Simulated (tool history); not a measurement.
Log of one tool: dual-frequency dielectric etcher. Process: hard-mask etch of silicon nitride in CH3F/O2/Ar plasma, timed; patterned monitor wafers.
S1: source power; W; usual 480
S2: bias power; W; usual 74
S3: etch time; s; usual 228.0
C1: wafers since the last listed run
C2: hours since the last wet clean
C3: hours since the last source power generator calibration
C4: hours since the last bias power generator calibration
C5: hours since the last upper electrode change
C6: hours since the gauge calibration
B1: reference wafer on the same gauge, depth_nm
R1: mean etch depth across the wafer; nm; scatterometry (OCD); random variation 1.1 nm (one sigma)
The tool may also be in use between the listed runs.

| run | hour | S1 | S2 | S3 | C1 | C2 | C3 | C4 | C5 | C6 | B1 | R1 |
|---|---|---|---|---|---|---|---|---|---|---|---|---|
| 1 | 0.0 | 480 | 69 | 228.0 | 0 | 32.0 | 4513.4 | 2618.4 | 3213.9 | 220.9 | 208.9 | 185.3 |
| 2 | 66.3 | 480 | 74 | 213.5 | 280 | 98.3 | 4579.7 | 2684.7 | 3280.2 | 287.2 | 208.8 | 174.1 |
| 3 | 122.8 | 480 | 74 | 213.5 | 238 | 154.8 | 4636.2 | 2741.2 | 3336.7 | 343.7 | 208.8 | 173.2 |
| 4 | 163.5 | 520 | 74 | 228.0 | 172 | 195.5 | 4676.9 | 2781.9 | 3377.4 | 384.4 | 208.9 | 189.2 |
| 5 | 234.0 | 520 | 74 | 228.0 | 298 | 266.0 | 4747.4 | 2852.4 | 3447.9 | 454.9 | 209.0 | 187.3 |
| 6 | 287.2 | 480 | 74 | 228.0 | 224 | 319.2 | 4800.6 | 2905.6 | 3501.1 | 508.1 | 209.3 | 181.5 |
| 7 | 327.1 | 400 | 61 | 173.5 | 168 | 359.1 | 4840.5 | 2945.5 | 3541.0 | 548.0 | 209.2 | 124.7 |
| 8 | 354.9 | 480 | 74 | 166.5 | 117 | 386.9 | 4868.3 | 2973.3 | 3568.8 | 575.8 | 209.0 | 132.0 |
|  | 465.9 | wet clean of the chamber |
| 9 | 553.7 | 560 | 86 | 292.0 | 739 | 87.8 | 5067.1 | 3172.1 | 3767.6 | 774.6 | 209.1 | 261.2 |
|  | 616.8 | source power generator calibrated |
| 10 | 617.3 | 480 | 82 | 228.0 | 252 | 151.4 | 0.5 | 3235.7 | 3831.2 | 838.2 | 209.1 | 190.4 |
| 11 | 641.6 | 380 | 83 | 295.5 | 102 | 175.7 | 24.8 | 3260.0 | 3855.5 | 862.5 | 208.9 | 228.6 |
|  | 725.1 | upper electrode replaced |
| 12 | 725.6 | 580 | 74 | 185.0 | 253 | 259.7 | 108.8 | 3344.0 | 0.5 | 946.5 | 208.8 | 158.2 |
| 13 | 744.7 | 480 | 74 | 169.0 | 80 | 278.8 | 127.9 | 3363.1 | 19.6 | 965.6 | 209.2 | 135.3 |
| 14 | 787.9 | 570 | 74 | 228.0 | 182 | 322.0 | 171.1 | 3406.3 | 62.8 | 1008.8 | 209.0 | 192.4 |
| 15 | 814.4 | 480 | 74 | 228.0 | 112 | 348.5 | 197.6 | 3432.8 | 89.3 | 1035.3 | 208.8 | 182.4 |
| 16 | 872.4 | 370 | 91 | 269.0 | 245 | 406.5 | 255.6 | 3490.8 | 147.3 | 1093.3 | 209.1 | 205.3 |
| 17 | 910.4 | 450 | 60 | 204.0 | 160 | 444.5 | 293.6 | 3528.8 | 185.3 | 1131.3 | 209.1 | 151.4 |
| 18 | 952.9 | 480 | 74 | 228.0 | 179 | 487.0 | 336.1 | 3571.3 | 227.8 | 1173.8 | 209.1 | 179.0 |
|  | 981.2 | wet clean of the chamber |
| 19 | 998.4 | 480 | 74 | 228.0 | 90 | 17.2 | 381.6 | 3616.8 | 273.3 | 1219.3 | 208.7 | 188.6 |
|  | 1009.5 | bias power generator calibrated |
| 20 | 1077.6 | 370 | 82 | 248.5 | 318 | 96.4 | 460.8 | 68.1 | 352.5 | 1298.5 | 209.0 | 191.0 |
| 21 | 1135.5 | 400 | 61 | 173.5 | 244 | 154.3 | 518.7 | 126.0 | 410.4 | 1356.4 | 209.2 | 128.0 |
| 22 | 1203.2 | 450 | 74 | 228.0 | 286 | 222.0 | 586.4 | 193.7 | 478.1 | 1424.1 | 209.3 | 179.2 |
| 23 | 1274.5 | 540 | 67 | 266.0 | 301 | 293.3 | 657.7 | 265.0 | 549.4 | 1495.4 | 209.1 | 216.8 |
| 24 | 1299.8 | 480 | 74 | 228.0 | 106 | 318.6 | 683.0 | 290.3 | 574.7 | 1520.7 | 208.7 | 181.0 |
| 25 | 1357.2 | 560 | 68 | 203.0 | 242 | 376.0 | 740.4 | 347.7 | 632.1 | 1578.1 | 208.8 | 166.2 |
|  | 1439.6 | wet clean of the chamber |
| 26 | 1440.1 | 400 | 74 | 228.0 | 249 | 0.5 | 823.3 | 430.6 | 715.0 | 1661.0 | 209.0 | 178.7 |
| 27 | 1470.1 | 540 | 67 | 266.0 | 126 | 30.5 | 853.3 | 460.6 | 745.0 | 1691.0 | 208.9 | 222.5 |
| 28 | 1495.5 | 480 | 67 | 166.5 | 107 | 55.9 | 878.7 | 486.0 | 770.4 | 1716.4 | 208.8 | 135.4 |
| 29 | 1560.7 | 480 | 74 | 228.0 | 275 | 121.1 | 943.9 | 551.2 | 835.6 | 1781.6 | 209.0 | 186.5 |

5 ways to go on from here, each from the tool as it stands after run 29. What would each give?
| A | 1561.2 | 480 | 74 | 228.0 | 2 | 121.6 | 944.4 | 551.7 | 836.1 | 1782.1 | ? | ? |
| B | 1561.2 | 590 | 74 | 228.0 | 2 | 121.6 | 944.4 | 551.7 | 836.1 | 1782.1 | ? | ? |
| C | 1561.2 | 510 | 88 | 257.5 | 2 | 121.6 | 944.4 | 551.7 | 836.1 | 1782.1 | ? | ? |
| D | 1561.2 | 370 | 56 | 260.0 | 2 | 121.6 | 944.4 | 551.7 | 836.1 | 1782.1 | ? | ? |
| E | 1561.2 | 440 | 69 | 185.5 | 2 | 121.6 | 944.4 | 551.7 | 836.1 | 1782.1 | ? | ? |

| run | B1 | R1 |
|---|---|---|
| A | 208.9 | 184.8 |
| B | 208.9 | 198.0 |
| C | 208.9 | 221.4 |
| D | 208.9 | 183.1 |
| E | 208.9 | 144.0 |
Without the tool's hidden state the same runs would have given:
| run | R1 |
|---|---|
| A | 186.9 |
| B | 200.2 |
| C | 223.8 |
| D | 185.2 |
| E | 145.6 |
